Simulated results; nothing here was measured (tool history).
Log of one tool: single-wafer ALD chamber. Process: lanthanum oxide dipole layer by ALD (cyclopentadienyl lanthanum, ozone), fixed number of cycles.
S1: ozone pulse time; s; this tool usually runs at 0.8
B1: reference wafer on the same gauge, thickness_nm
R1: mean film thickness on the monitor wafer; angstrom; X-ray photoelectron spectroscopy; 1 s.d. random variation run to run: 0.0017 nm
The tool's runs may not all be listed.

run 1 day=0 | S1=0.8 | B1=0.443 | R1=4.81
run 2 day=2.575 | S1=0.8 | B1=0.443 | R1=4.76
run 3 day=5.1 | S1=0.55 | B1=0.443 | R1=4.07
run 4 day=6.875 | S1=0.55 | B1=0.443 | R1=4.07
run 5 day=8.075 | S1=0.8 | B1=0.443 | R1=4.73
run 6 day=9.388 | S1=0.8 | B1=0.442 | R1=4.74
run 7 day=11.921 | S1=0.8 | B1=0.443 | R1=4.74
run 8 day=14.154 | S1=0.8 | B1=0.443 | R1=4.72
run 9 day=15.467 | S1=0.8 | B1=0.443 | R1=4.72
run 10 day=17.75 | S1=0.8 | B1=0.443 | R1=4.71
-- day=18.708 ozone generator serviced
run 11 day=18.925 | S1=1.01 | B1=0.443 | R1=5
run 12 day=21.375 | S1=0.8 | B1=0.443 | R1=4.56
run 13 day=23.204 | S1=0.8 | B1=0.443 | R1=4.56
run 14 day=24.229 | S1=1.06 | B1=0.443 | R1=5.05
run 15 day=26.967 | S1=0.8 | B1=0.444 | R1=4.54
-- day=27.55 showerhead replaced
run 16 day=33.558 | S1=0.8 | B1=0.443 | R1=4.51
run 17 day=35.842 | S1=1 | B1=0.443 | R1=4.91
run 18 day=37.446 | S1=0.96 | B1=0.442 | R1=4.79
run 19 day=38.946 | S1=0.48 | B1=0.443 | R1=3.52
-- day=41.208 ozone generator serviced, repeated, since the last time left the tool worse
run 20 day=41.229 | S1=0.8 | B1=0.443 | R1=4.92
run 21 day=43.4 | S1=0.58 | B1=0.443 | R1=4.33
run 22 day=46.229 | S1=1.09 | B1=0.443 | R1=5.36
-- day=47.296 gauge calibrated
run 23 day=47.646 | S1=1.05 | B1=0.443 | R1=5.31
-- day=50.658 thermocouple changed; heater temperature recalibrated
run 24 day=50.679 | S1=0.9 | B1=0.443 | R1=5.07
run 25 day=51.458 | S1=0.48 | B1=0.443 | R1=3.93
run 26 day=54.854 | S1=0.69 | B1=0.443 | R1=4.57
run 27 day=57.667 | S1=0.65 | B1=0.443 | R1=4.44
run 28 day=62.225 | S1=0.51 | B1=0.443 | R1=3.97
run 29 day=64.542 | S1=0.67 | B1=0.443 | R1=4.47
run 30 day=67.083 | S1=0.63 | B1=0.443 | R1=4.34
run 31 day=69.192 | S1=0.71 | B1=0.443 | R1=4.55
run 32 day=71.083 | S1=0.59 | B1=0.443 | R1=4.2
run 33 day=72.833 | S1=0.64 | B1=0.443 | R1=4.37
run 34 day=75.346 | S1=0.8 | B1=0.443 | R1=4.72

Same runs, no hidden state in the tool, same run-to-run variation:
The hidden state here: wafer temperature above the value expected at the setpoint (K); ozone dose above that of a generator just serviced (%); gauge reads high (%).
run=1 R1=4.94
run=2 R1=4.91
run=3 R1=4.25
run=4 R1=4.25
run=5 R1=4.91
run=6 R1=4.93
run=7 R1=4.93
run=8 R1=4.93
run=9 R1=4.93
run=10 R1=4.93
run=11 R1=5.31
run=12 R1=4.93
run=13 R1=4.94
run=14 R1=5.38
run=15 R1=4.93
run=16 R1=4.94
run=17 R1=5.31
run=18 R1=5.2
run=19 R1=4.01
run=20 R1=4.94
run=21 R1=4.36
run=22 R1=5.39
run=23 R1=5.36
run=24 R1=5.13
run=25 R1=4
run=26 R1=4.66
run=27 R1=4.55
run=28 R1=4.1
run=29 R1=4.61
run=30 R1=4.48
run=31 R1=4.71
run=32 R1=4.37
run=33 R1=4.55
run=34 R1=4.9

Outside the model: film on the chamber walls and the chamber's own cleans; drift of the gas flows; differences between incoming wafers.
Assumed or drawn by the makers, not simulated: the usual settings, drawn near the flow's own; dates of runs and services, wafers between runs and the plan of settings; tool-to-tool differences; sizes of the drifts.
